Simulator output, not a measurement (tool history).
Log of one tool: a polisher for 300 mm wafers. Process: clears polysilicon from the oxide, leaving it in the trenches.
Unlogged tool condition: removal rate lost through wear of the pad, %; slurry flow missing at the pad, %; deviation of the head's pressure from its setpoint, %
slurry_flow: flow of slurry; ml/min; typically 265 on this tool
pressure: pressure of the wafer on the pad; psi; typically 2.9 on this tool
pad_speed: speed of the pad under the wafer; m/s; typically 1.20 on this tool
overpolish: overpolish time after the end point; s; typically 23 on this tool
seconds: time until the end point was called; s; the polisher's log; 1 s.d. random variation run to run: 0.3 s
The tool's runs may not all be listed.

run,hour,slurry_flow,pressure,pad_speed,overpolish,wafers since the last listed run,wafers polished on this pad,hours since the slurry nozzle was cleaned,hours since the head pressure was calibrated,"incoming thickness of the incoming film, nm",seconds
1,0.0,310,2.9,1.20,23,0,490,789.8,1324.9,495.3,27.1
2,15.3,310,2.9,1.20,23,228,718,805.1,1340.2,499.9,28.7
3,27.1,310,2.9,1.20,23,175,894,816.9,1352.0,502.9,27.7
4,36.5,265,2.9,0.92,23,140,1034,826.3,1361.4,497.3,36.8
# hour 52.4: worn pad replaced by a new one
5,52.9,225,3.6,1.20,23,184,6,842.7,1377.8,501.5,21.4
6,62.0,225,3.6,1.20,23,135,142,851.8,1386.9,507.1,21.9
7,69.4,240,2.9,1.20,33,110,252,859.2,1394.3,504.2,28.3
8,96.9,240,2.9,1.20,33,410,662,886.7,1421.8,491.7,28.3
9,113.8,265,2.9,1.02,23,252,914,903.6,1438.7,495.1,34.4
# hour 119.3: worn pad replaced by a new one
# hour 124.3: head pressure recalibrated
10,129.2,265,2.9,1.20,23,140,117,919.0,4.9,493.1,26.5
11,135.7,265,2.9,1.34,36,96,214,925.5,11.4,502.7,24.6
# hour 146.3: slurry nozzle cleaned
12,152.6,265,3.9,1.20,18,237,451,6.3,28.3,494.4,20.4
13,164.3,330,2.1,0.80,27,174,625,18.0,40.0,490.7,56.0
14,172.1,265,2.9,1.20,23,116,741,25.8,47.8,498.8,28.8
# hour 185.1: worn pad replaced by a new one
15,185.6,340,3.3,1.20,13,141,6,39.3,61.3,494.6,22.8
16,198.4,265,2.9,1.20,23,190,197,52.1,74.1,500.5,27.5
17,213.7,170,2.6,1.20,23,228,425,67.4,89.4,505.4,32.8

Branching from run 17: 4 alternative next runs. What would each branch give?
A,214.1,265,2.9,1.20,23,5,431,67.8,89.8,507.2,?
B,214.1,215,3.6,1.20,23,5,431,67.8,89.8,507.2,?
C,214.1,265,2.9,0.78,18,5,431,67.8,89.8,507.2,?
D,214.1,300,2.9,1.20,23,5,431,67.8,89.8,507.2,?

run,seconds
A,28.9
B,23.6
C,44.5
D,28.7
Without the tool's unlogged condition, the same runs would have read:
run,seconds
A,26.7
B,21.8
C,41.1
D,26.5
